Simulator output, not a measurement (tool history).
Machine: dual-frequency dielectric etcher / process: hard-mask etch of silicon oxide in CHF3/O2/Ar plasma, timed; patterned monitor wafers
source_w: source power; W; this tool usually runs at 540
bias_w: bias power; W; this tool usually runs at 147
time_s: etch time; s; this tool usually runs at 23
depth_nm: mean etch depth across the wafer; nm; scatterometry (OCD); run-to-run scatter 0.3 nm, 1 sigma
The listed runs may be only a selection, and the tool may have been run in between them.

run	day	source_w	bias_w	time_s	read-back reference wafer on the same gauge, depth_nm	depth_nm
1	0	540	147	23	46.4	39.46
2	1.275	540	147	23	46.52	39.76
# day 4.429: upper electrode replaced
# day 6.117: bias power generator calibrated
3	9.862	540	147	23	46.31	39.5
4	12.429	540	147	23	46.2	39.63
# day 14.008: wet clean of the chamber
# day 14.638: source power generator calibrated
5	14.654	540	147	23	46.23	39.32
6	15.808	540	147	23	46.33	39.7
7	18.408	540	147	23	46.24	39.64
8	20.446	470	160	23	46.29	38.65
9	22.271	540	176	23	46.27	42.27
# day 23.758: gauge calibrated
10	23.992	540	147	23	50.6	42.98
11	25.138	540	147	23	50.38	43.3
12	27.217	480	147	23	50.06	40.56
13	29.85	540	129	18	49.83	31.52
# day 31.108: wet clean of the chamber
14	31.238	540	126	23	49.68	39.84
15	33.917	630	170	26	49.37	52.32
16	35.146	540	147	23	49.18	42.31
17	36.246	410	113	26.5	49	39.96
18	38.808	610	164	27.5	48.82	53.73
19	40.733	540	147	23	48.74	41.48
20	41.804	600	147	27.5	48.6	51.14
21	43.133	540	147	23	48.53	41.57
22	46.408	540	130	23	48.32	39.37
# day 49.329: wet clean of the chamber
23	49.35	620	110	19	48.06	32.24
24	50.812	670	147	19.5	48.14	37.48
25	51.975	420	147	23	47.95	37.72
26	53.533	450	147	23	47.86	38.74
27	55.362	540	162	23	47.9	41.85
28	56.529	540	175	23	47.83	43.09

Branching from run 28: 5 alternative next runs. What would each branch give?
A	56.546	540	147	28.5	?	?
B	56.546	540	114	23	?	?
C	56.546	600	136	19	?	?
D	56.546	590	127	23	?	?
E	56.546	540	120	29.5	?	?

run	read-back reference wafer on the same gauge, depth_nm	depth_nm
A	47.85	50.82
B	47.85	37.44
C	47.85	34.16
D	47.85	40.12
E	47.85	48.9
Had the tool no hidden state, the same runs would have come out as:
run	depth_nm
A	53.94
B	39.73
C	36.25
D	42.58
E	51.9
